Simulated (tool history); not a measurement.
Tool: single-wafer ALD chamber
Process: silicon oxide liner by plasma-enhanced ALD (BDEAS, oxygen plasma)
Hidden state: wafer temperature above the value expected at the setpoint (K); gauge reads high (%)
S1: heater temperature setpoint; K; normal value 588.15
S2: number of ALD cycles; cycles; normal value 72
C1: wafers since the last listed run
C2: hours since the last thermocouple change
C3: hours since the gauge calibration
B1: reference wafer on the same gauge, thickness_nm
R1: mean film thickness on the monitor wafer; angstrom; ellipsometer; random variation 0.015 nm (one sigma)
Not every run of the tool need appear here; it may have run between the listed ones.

run 1 hour=0.0 | S1=588.15 S2=72 | C1=0 C2=669.3 C3=110.4 | B1=6.634 | R1=59.92
run 2 hour=19.3 | S1=588.15 S2=72 | C1=91 C2=688.6 C3=129.7 | B1=6.627 | R1=59.42
run 3 hour=37.9 | S1=588.15 S2=72 | C1=88 C2=707.2 C3=148.3 | B1=6.621 | R1=59.72
run 4 hour=52.1 | S1=588.15 S2=82 | C1=67 C2=721.4 C3=162.5 | B1=6.615 | R1=67.81
run 5 hour=68.5 | S1=588.15 S2=82 | C1=77 C2=737.8 C3=178.9 | B1=6.611 | R1=67.85
run 6 hour=93.6 | S1=588.15 S2=82 | C1=119 C2=762.9 C3=204.0 | B1=6.601 | R1=67.69
run 7 hour=119.9 | S1=594.15 S2=83 | C1=125 C2=789.2 C3=230.3 | B1=6.599 | R1=67.55
run 8 hour=139.6 | S1=594.15 S2=83 | C1=93 C2=808.9 C3=250.0 | B1=6.593 | R1=67.50
run 9 hour=157.0 | S1=594.15 S2=83 | C1=82 C2=826.3 C3=267.4 | B1=6.589 | R1=67.83
run 10 hour=192.7 | S1=588.15 S2=72 | C1=169 C2=862.0 C3=303.1 | B1=6.583 | R1=59.35
run 11 hour=223.7 | S1=588.15 S2=72 | C1=147 C2=893.0 C3=334.1 | B1=6.580 | R1=59.23
run 12 hour=257.4 | S1=588.15 S2=72 | C1=160 C2=926.7 C3=367.8 | B1=6.575 | R1=59.33
run 13 hour=290.1 | S1=593.15 S2=81 | C1=155 C2=959.4 C3=400.5 | B1=6.567 | R1=66.27
run 14 hour=317.3 | S1=595.15 S2=65 | C1=129 C2=986.6 C3=427.7 | B1=6.566 | R1=52.47
run 15 hour=347.2 | S1=584.15 S2=72 | C1=142 C2=1016.5 C3=457.6 | B1=6.566 | R1=59.72
run 16 hour=371.0 | S1=594.15 S2=83 | C1=113 C2=1040.3 C3=481.4 | B1=6.567 | R1=67.51
run 17 hour=399.3 | S1=574.15 S2=72 | C1=134 C2=1068.6 C3=509.7 | B1=6.563 | R1=60.40
run 18 hour=427.9 | S1=580.15 S2=85 | C1=135 C2=1097.2 C3=538.3 | B1=6.562 | R1=70.73
-- hour=440.8 thermocouple changed; heater temperature recalibrated
-- hour=440.8 gauge calibrated
run 19 hour=457.3 | S1=588.15 S2=81 | C1=101 C2=16.5 C3=16.5 | B1=6.706 | R1=67.97
run 20 hour=488.9 | S1=588.15 S2=84 | C1=150 C2=48.1 C3=48.1 | B1=6.682 | R1=70.04
run 21 hour=516.3 | S1=588.15 S2=80 | C1=130 C2=75.5 C3=75.5 | B1=6.663 | R1=66.46
run 22 hour=539.9 | S1=588.15 S2=72 | C1=112 C2=99.1 C3=99.1 | B1=6.652 | R1=59.76
run 23 hour=572.4 | S1=596.15 S2=84 | C1=154 C2=131.6 C3=131.6 | B1=6.634 | R1=69.10
run 24 hour=590.1 | S1=601.15 S2=72 | C1=84 C2=149.3 C3=149.3 | B1=6.628 | R1=58.15

Branching from run 24: 4 alternative next runs. What would each branch give?
run A hour=590.6 | S1=593.15 S2=72 | C1=2 C2=149.8 C3=149.8 | B1=? | R1=?
run B hour=590.6 | S1=576.15 S2=72 | C1=2 C2=149.8 C3=149.8 | B1=? | R1=?
run C hour=590.6 | S1=598.15 S2=83 | C1=2 C2=149.8 C3=149.8 | B1=? | R1=?
run D hour=590.6 | S1=581.15 S2=65 | C1=2 C2=149.8 C3=149.8 | B1=? | R1=?

run=A B1=6.632 R1=58.93
run=B B1=6.632 R1=60.51
run=C B1=6.632 R1=67.39
run=D B1=6.632 R1=54.21
Had the tool no hidden state, the same runs would have come out as:
run=A R1=59.47
run=B R1=61.07
run=C R1=68.01
run=D R1=54.70
